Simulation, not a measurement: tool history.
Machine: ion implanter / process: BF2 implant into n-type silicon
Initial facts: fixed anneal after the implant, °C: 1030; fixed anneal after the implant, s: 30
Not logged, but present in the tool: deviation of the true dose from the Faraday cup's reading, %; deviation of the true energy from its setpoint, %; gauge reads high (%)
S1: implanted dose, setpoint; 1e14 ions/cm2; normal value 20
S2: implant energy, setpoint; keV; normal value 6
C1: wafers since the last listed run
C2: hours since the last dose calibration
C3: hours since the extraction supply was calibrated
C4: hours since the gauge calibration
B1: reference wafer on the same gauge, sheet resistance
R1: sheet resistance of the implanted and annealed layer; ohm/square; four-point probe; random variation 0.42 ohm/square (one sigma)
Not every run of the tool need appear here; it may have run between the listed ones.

{"run": 1, "hour": 0.0, "S1": 20, "S2": 6, "C1": 0, "C2": 551.5, "C3": 2597.2, "C4": 25.3, "B1": 123.34, "R1": 152}
{"run": 2, "hour": 20.4, "S1": 20, "S2": 6, "C1": 456, "C2": 571.9, "C3": 2617.6, "C4": 45.7, "B1": 123.49, "R1": 152.06}
{"run": 3, "hour": 42.5, "S1": 20, "S2": 6, "C1": 494, "C2": 594, "C3": 2639.7, "C4": 67.8, "B1": 123.7, "R1": 152.28}
{"run": 4, "hour": 62.1, "S1": 20, "S2": 6, "C1": 438, "C2": 613.6, "C3": 2659.3, "C4": 87.4, "B1": 123.92, "R1": 152.99}
{"run": 5, "hour": 76.7, "S1": 18.32, "S2": 6, "C1": 326, "C2": 628.2, "C3": 2673.9, "C4": 102, "B1": 123.79, "R1": 154.58}
{"run": 6, "hour": 106.0, "S1": 18.32, "S2": 6, "C1": 655, "C2": 657.5, "C3": 2703.2, "C4": 131.3, "B1": 123.85, "R1": 155.14}
{"run": 7, "hour": 126.6, "S1": 18.32, "S2": 6, "C1": 461, "C2": 678.1, "C3": 2723.8, "C4": 151.9, "B1": 124.11, "R1": 155.03}
{"run": 8, "hour": 155.4, "S1": 20, "S2": 6, "C1": 644, "C2": 706.9, "C3": 2752.6, "C4": 180.7, "B1": 124.3, "R1": 152.36}
{"run": 9, "hour": 176.1, "S1": 20, "S2": 6, "C1": 463, "C2": 727.6, "C3": 2773.3, "C4": 201.4, "B1": 124.41, "R1": 153.42}
{"hour": 188.8, "done": "extraction supply calibrated"}
{"run": 10, "hour": 208.4, "S1": 20, "S2": 6, "C1": 543, "C2": 759.9, "C3": 19.6, "C4": 233.7, "B1": 124.42, "R1": 153.36}
{"run": 11, "hour": 231.2, "S1": 20, "S2": 5.5, "C1": 510, "C2": 782.7, "C3": 42.4, "C4": 256.5, "B1": 124.51, "R1": 155.85}
{"run": 12, "hour": 260.9, "S1": 22.93, "S2": 4, "C1": 664, "C2": 812.4, "C3": 72.1, "C4": 286.2, "B1": 124.59, "R1": 160.9}
{"run": 13, "hour": 279.1, "S1": 20, "S2": 6, "C1": 407, "C2": 830.6, "C3": 90.3, "C4": 304.4, "B1": 124.69, "R1": 154.45}
{"run": 14, "hour": 294.6, "S1": 20, "S2": 6, "C1": 346, "C2": 846.1, "C3": 105.8, "C4": 319.9, "B1": 124.55, "R1": 153.72}
{"run": 15, "hour": 318.9, "S1": 23.33, "S2": 8, "C1": 543, "C2": 870.4, "C3": 130.1, "C4": 344.2, "B1": 124.68, "R1": 143.61}
{"run": 16, "hour": 346.7, "S1": 24.98, "S2": 5, "C1": 622, "C2": 898.2, "C3": 157.9, "C4": 372, "B1": 124.74, "R1": 154.28}
{"hour": 358.0, "done": "Faraday cup replaced and dose calibrated"}
{"run": 17, "hour": 380.0, "S1": 20, "S2": 7, "C1": 566, "C2": 22, "C3": 191.2, "C4": 405.3, "B1": 124.85, "R1": 149.38}
{"run": 18, "hour": 413.9, "S1": 20, "S2": 6, "C1": 758, "C2": 55.9, "C3": 225.1, "C4": 439.2, "B1": 124.97, "R1": 153.64}
{"run": 19, "hour": 437.5, "S1": 20, "S2": 4.5, "C1": 528, "C2": 79.5, "C3": 248.7, "C4": 462.8, "B1": 124.86, "R1": 161.45}
{"run": 20, "hour": 455.5, "S1": 17.62, "S2": 8, "C1": 402, "C2": 97.5, "C3": 266.7, "C4": 480.8, "B1": 124.97, "R1": 149.77}
{"run": 21, "hour": 486.5, "S1": 20, "S2": 6, "C1": 693, "C2": 128.5, "C3": 297.7, "C4": 511.8, "B1": 124.84, "R1": 154.09}
{"run": 22, "hour": 520.6, "S1": 17.59, "S2": 5.5, "C1": 763, "C2": 162.6, "C3": 331.8, "C4": 545.9, "B1": 124.89, "R1": 160.29}
{"run": 23, "hour": 547.8, "S1": 20, "S2": 6, "C1": 608, "C2": 189.8, "C3": 359, "C4": 573.1, "B1": 124.97, "R1": 154.62}
{"run": 24, "hour": 569.3, "S1": 20, "S2": 6, "C1": 481, "C2": 211.3, "C3": 380.5, "C4": 594.6, "B1": 125.05, "R1": 154.17}
{"hour": 570.9, "done": "gauge calibrated"}
{"run": 25, "hour": 590.2, "S1": 23.45, "S2": 5, "C1": 467, "C2": 232.2, "C3": 401.4, "C4": 19.3, "B1": 123.04, "R1": 153.9}
{"run": 26, "hour": 623.6, "S1": 20, "S2": 6, "C1": 747, "C2": 265.6, "C3": 434.8, "C4": 52.7, "B1": 123.28, "R1": 152.33}
{"run": 27, "hour": 657.6, "S1": 23.53, "S2": 4, "C1": 761, "C2": 299.6, "C3": 468.8, "C4": 86.7, "B1": 123.48, "R1": 158.27}
{"run": 28, "hour": 683.7, "S1": 18.25, "S2": 8, "C1": 584, "C2": 325.7, "C3": 494.9, "C4": 112.8, "B1": 123.64, "R1": 147.82}
{"run": 29, "hour": 707.1, "S1": 23.05, "S2": 7, "C1": 523, "C2": 349.1, "C3": 518.3, "C4": 136.2, "B1": 123.73, "R1": 145.97}
{"run": 30, "hour": 719.5, "S1": 20, "S2": 6, "C1": 277, "C2": 361.5, "C3": 530.7, "C4": 148.6, "B1": 123.88, "R1": 152.85}
{"run": 31, "hour": 750.6, "S1": 20, "S2": 8, "C1": 696, "C2": 392.6, "C3": 561.8, "C4": 179.7, "B1": 123.96, "R1": 145.3}
{"run": 32, "hour": 773.0, "S1": 15.86, "S2": 4.5, "C1": 501, "C2": 415, "C3": 584.2, "C4": 202.1, "B1": 124.1, "R1": 168.32}
{"run": 33, "hour": 806.2, "S1": 21.87, "S2": 4.5, "C1": 743, "C2": 448.2, "C3": 617.4, "C4": 235.3, "B1": 124.19, "R1": 158.22}
{"run": 34, "hour": 829.3, "S1": 20, "S2": 6, "C1": 517, "C2": 471.3, "C3": 640.5, "C4": 258.4, "B1": 124.17, "R1": 153.35}
{"run": 35, "hour": 857.2, "S1": 20, "S2": 6, "C1": 624, "C2": 499.2, "C3": 668.4, "C4": 286.3, "B1": 124.38, "R1": 153.32}
{"run": 36, "hour": 885.5, "S1": 17.92, "S2": 8, "C1": 633, "C2": 527.5, "C3": 696.7, "C4": 314.6, "B1": 124.37, "R1": 147.93}

Consider 5 possible next runs. They are alternatives, not a sequence: every one starts from the tool as it was left by run 36. What does each give?
{"run": "A", "hour": 885.9, "S1": 22.3, "S2": 6, "C1": 8, "C2": 527.9, "C3": 697.1, "C4": 315, "B1": "?", "R1": "?"}
{"run": "B", "hour": 885.9, "S1": 17.78, "S2": 8, "C1": 8, "C2": 527.9, "C3": 697.1, "C4": 315, "B1": "?", "R1": "?"}
{"run": "C", "hour": 885.9, "S1": 22.52, "S2": 6, "C1": 8, "C2": 527.9, "C3": 697.1, "C4": 315, "B1": "?", "R1": "?"}
{"run": "D", "hour": 885.9, "S1": 14.87, "S2": 6, "C1": 8, "C2": 527.9, "C3": 697.1, "C4": 315, "B1": "?", "R1": "?"}
{"run": "E", "hour": 885.9, "S1": 21.62, "S2": 4.5, "C1": 8, "C2": 527.9, "C3": 697.1, "C4": 315, "B1": "?", "R1": "?"}

run=A B1=124.28 R1=151.24
run=B B1=124.28 R1=148.17
run=C B1=124.28 R1=151.1
run=D B1=124.28 R1=162.83
run=E B1=124.28 R1=158.56
Take away the tool's hidden state, keep each run's random variation, and the runs would have read:
run=A R1=149.6
run=B R1=146.57
run=C R1=149.47
run=D R1=161.07
run=E R1=156.85
